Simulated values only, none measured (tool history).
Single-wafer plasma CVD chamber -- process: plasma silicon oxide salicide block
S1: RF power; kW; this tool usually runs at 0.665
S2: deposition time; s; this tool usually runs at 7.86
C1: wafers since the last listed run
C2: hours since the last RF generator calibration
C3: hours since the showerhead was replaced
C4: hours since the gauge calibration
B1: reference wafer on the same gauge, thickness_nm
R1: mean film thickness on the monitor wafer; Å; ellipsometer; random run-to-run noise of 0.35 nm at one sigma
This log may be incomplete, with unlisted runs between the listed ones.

run     day     S1    S2    C1     C2      C3      C4      B1      R1
  1   0.000  0.665  6.99     0  739.8  5614.2   877.5  67.658  738.94
      4.429  -- RF generator calibrated
  2   9.338  0.665  6.99  5819  117.8  5838.3  1101.6  68.074  747.26
  3  12.208  0.665  6.99  1855  186.7  5907.2  1170.5  68.160  746.73
  4  15.408  0.665  8.34  2068  263.5  5984.0  1247.3  68.363  892.37
  5  19.712  0.665  8.34  2781  366.8  6087.3  1350.6  68.560  898.97
  6  21.233  0.665  8.34   982  403.3  6123.8  1387.1  68.707  903.94
  7  23.483  0.665  7.86  1454  457.3  6177.8  1441.1  68.815  851.12
  8  26.104  0.770  7.86  1693  520.2  6240.7  1504.0  68.948  877.56
  9  29.942  0.770  7.86  2480  612.3  6332.8  1596.1  69.192  885.39
 10  31.558  0.770  7.86  1044  651.1  6371.6  1634.9  69.337  882.11
 11  33.350  0.665  7.86  1158  694.1  6414.6  1677.9  69.480  863.18
 12  36.650  0.665  7.86  2132  773.3  6493.8  1757.1  69.645  859.40
 13  40.554  0.665  7.86  2523  867.0  6587.5  1850.8  69.987  859.75
     42.854  -- RF generator calibrated
 14  44.475  0.590  8.37  2318   38.9  6681.6  1944.9  70.325  894.20
     48.421  -- showerhead replaced
     53.617  -- gauge calibrated
 15  54.158  0.590  9.38  6043  271.3   137.7    13.0  67.356  973.83
 16  57.421  0.730  8.80  2108  349.6   216.0    91.3  67.372  950.44
 17  60.917  0.790  8.47  2259  433.5   299.9   175.2  67.398  933.61
 18  62.950  0.770  7.86  1314  482.3   348.7   224.0  67.449  856.86
 19  65.346  0.545  7.37  1548  539.8   406.2   281.5  67.449  753.88
 20  69.396  0.665  7.86  2617  637.0   503.4   378.7  67.471  835.18
 21  72.912  0.665  7.86  2272  721.4   587.8   463.1  67.564  830.33
 22  76.792  0.665  6.38  2507  814.5   680.9   556.2  67.628  677.50
 23  79.054  0.665  7.86  1462  868.8   735.2   610.5  67.664  833.81
 24  82.592  0.615  9.15  2286  953.7   820.1   695.4  67.823  955.35
     84.917  -- RF generator calibrated
 25  87.075  0.745  7.86  2682   51.8   927.7   803.0  67.941  857.72
 26  88.850  0.760  8.92  1147   94.4   970.3   845.6  67.999  976.16
 27  93.296  0.665  7.86  2873  201.1  1077.0   952.3  68.158  848.20

5 options for the next run, each taken on its own from the tool as it stands now. Forecast them:
  A  93.312  0.665  7.86  10  201.5  1077.4  952.7   ?   ?
  B  93.312  0.750  7.86  10  201.5  1077.4  952.7   ?   ?
  C  93.312  0.715  9.43  10  201.5  1077.4  952.7   ?   ?
  D  93.312  0.610  9.22  10  201.5  1077.4  952.7   ?   ?
  E  93.312  0.715  9.01  10  201.5  1077.4  952.7   ?   ?

run      B1       R1
  A  68.162   835.04
  B  68.162   856.49
  C  68.162  1017.16
  D  68.162   962.41
  E  68.162   971.85
Without the tool's unlogged condition, the same runs would have read:
run       R1
  A   825.66
  B   846.86
  C  1005.73
  D   951.60
  E   960.93
